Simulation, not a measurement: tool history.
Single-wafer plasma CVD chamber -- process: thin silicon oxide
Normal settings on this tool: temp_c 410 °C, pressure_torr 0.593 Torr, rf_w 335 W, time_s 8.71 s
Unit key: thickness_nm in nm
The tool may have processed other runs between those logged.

run,hour,temp_c,pressure_torr,rf_w,time_s,wafers since the last listed run,hours since the last thermocouple change,hours since the last RF generator calibration,hours since the last manometer calibration,hours since the showerhead was replaced,hours since the gauge calibration,"read-back reference wafer on the same gauge, thickness_nm",thickness_nm
1,0,410,0.593,335,8.71,0,295,750.7,2149.9,6584.2,720.9,9.59,11.7
2,49.3,410,0.593,335,8.71,2705,344.3,800,2199.2,6633.5,770.2,9.609,11.664
3,119.9,410,0.593,335,9.26,3873,414.9,870.6,2269.8,6704.1,840.8,9.595,12.409
4,183.6,410,0.593,335,9.26,3495,478.6,934.3,2333.5,6767.8,904.5,9.602,12.412
5,310.2,410,0.593,335,9.26,6946,605.2,1060.9,2460.1,6894.4,1031.1,9.592,12.531
6,380.4,402,0.593,385,8.71,3851,675.4,1131.1,2530.3,6964.6,1101.3,9.603,12.299
7,415.3,402,0.593,385,8.71,1914,710.3,1166,2565.2,6999.5,1136.2,9.599,12.299
8,473.9,402,0.593,385,8.71,3215,768.9,1224.6,2623.8,7058.1,1194.8,9.601,12.394
9,505.4,410,0.593,335,8.71,1728,800.4,1256.1,2655.3,7089.6,1226.3,9.606,11.716
10,530.7,410,0.593,335,8.71,1388,825.7,1281.4,2680.6,7114.9,1251.6,9.595,11.703
11,566.3,410,0.593,335,8.71,1953,861.3,1317,2716.2,7150.5,1287.2,9.604,11.748
12,637.7,410,0.593,335,8.71,3917,932.7,1388.4,2787.6,7221.9,1358.6,9.598,11.714
13,663.3,424,0.593,335,10.4,1404,958.3,1414,2813.2,7247.5,1384.2,9.603,13.743
# hour 681.5: showerhead replaced
14,726.4,410,0.593,335,8.71,3023,1021.4,1477.1,2876.3,44.9,1447.3,9.6,11.714
15,779.4,410,0.593,370,8.71,2908,1074.4,1530.1,2929.3,97.9,1500.3,9.597,12.118
16,814.3,410,0.593,335,8.71,1914,1109.3,1565,2964.2,132.8,1535.2,9.603,11.635
17,875.9,410,0.498,335,8.71,3380,1170.9,1626.6,3025.8,194.4,1596.8,9.6,10.103
# hour 979.7: capacitance manometer re-zeroed and calibrated
18,980.2,396,0.54,295,7.1,5284,1275.2,1730.9,0.5,298.7,1701.1,9.614,8.152
19,1041.5,398,0.446,335,10.16,3363,1336.5,1792.2,61.8,360,1762.4,9.596,10.299
# hour 1064.1: gauge calibrated
20,1101.4,418,0.719,335,8.71,3286,1396.4,1852.1,121.7,419.9,37.3,9.592,13.178
# hour 1113.9: RF generator calibrated
21,1132.6,410,0.593,335,8.71,1273,1427.6,18.7,152.9,451.1,68.5,9.615,11.272
# hour 1176.6: thermocouple changed; heater temperature recalibrated
22,1178,410,0.593,335,8.1,2052,1.4,64.1,198.3,496.5,113.9,9.6,10.479
23,1210.7,399,0.702,385,8.71,1794,34.1,96.8,231,529.2,146.6,9.59,13.787
24,1264.8,410,0.593,290,9.79,2968,88.2,150.9,285.1,583.3,200.7,9.591,12.057
25,1327.5,414,0.593,295,8.11,3440,150.9,213.6,347.8,646,263.4,9.601,10.063
26,1395.1,422,0.532,270,6.98,3709,218.5,281.2,415.4,713.6,331,9.61,7.564
27,1448,410,0.593,335,7.42,2902,271.4,334.1,468.3,766.5,383.9,9.601,9.649
28,1502.5,401,0.654,315,9.61,2990,325.9,388.6,522.8,821,438.4,9.591,13.495
29,1556.3,410,0.593,335,8.71,2952,379.7,442.4,576.6,874.8,492.2,9.606,11.434
30,1608.7,401,0.593,335,7.52,2875,432.1,494.8,629,927.2,544.6,9.593,9.953

State the hidden condition of the tool at each of the runs:
wafer temperature above the value expected at the setpoint (K): 0 in every run
delivered RF power above the setpoint (%): 0 in every run
gauge reads high (%): 0 in every run
H1: true pressure above the setpoint (%)
run,H1
1,4.88
2,4.91
3,4.95
4,4.99
5,5.05
6,5.08
7,5.1
8,5.12
9,5.13
10,5.14
11,5.15
12,5.18
13,5.18
14,5.2
15,5.22
16,5.23
17,5.24
18,-0.507
19,-0.132
20,0.213
21,0.383
22,0.622
23,0.787
24,1.05
25,1.33
26,1.61
27,1.82
28,2.03
29,2.22
30,2.39

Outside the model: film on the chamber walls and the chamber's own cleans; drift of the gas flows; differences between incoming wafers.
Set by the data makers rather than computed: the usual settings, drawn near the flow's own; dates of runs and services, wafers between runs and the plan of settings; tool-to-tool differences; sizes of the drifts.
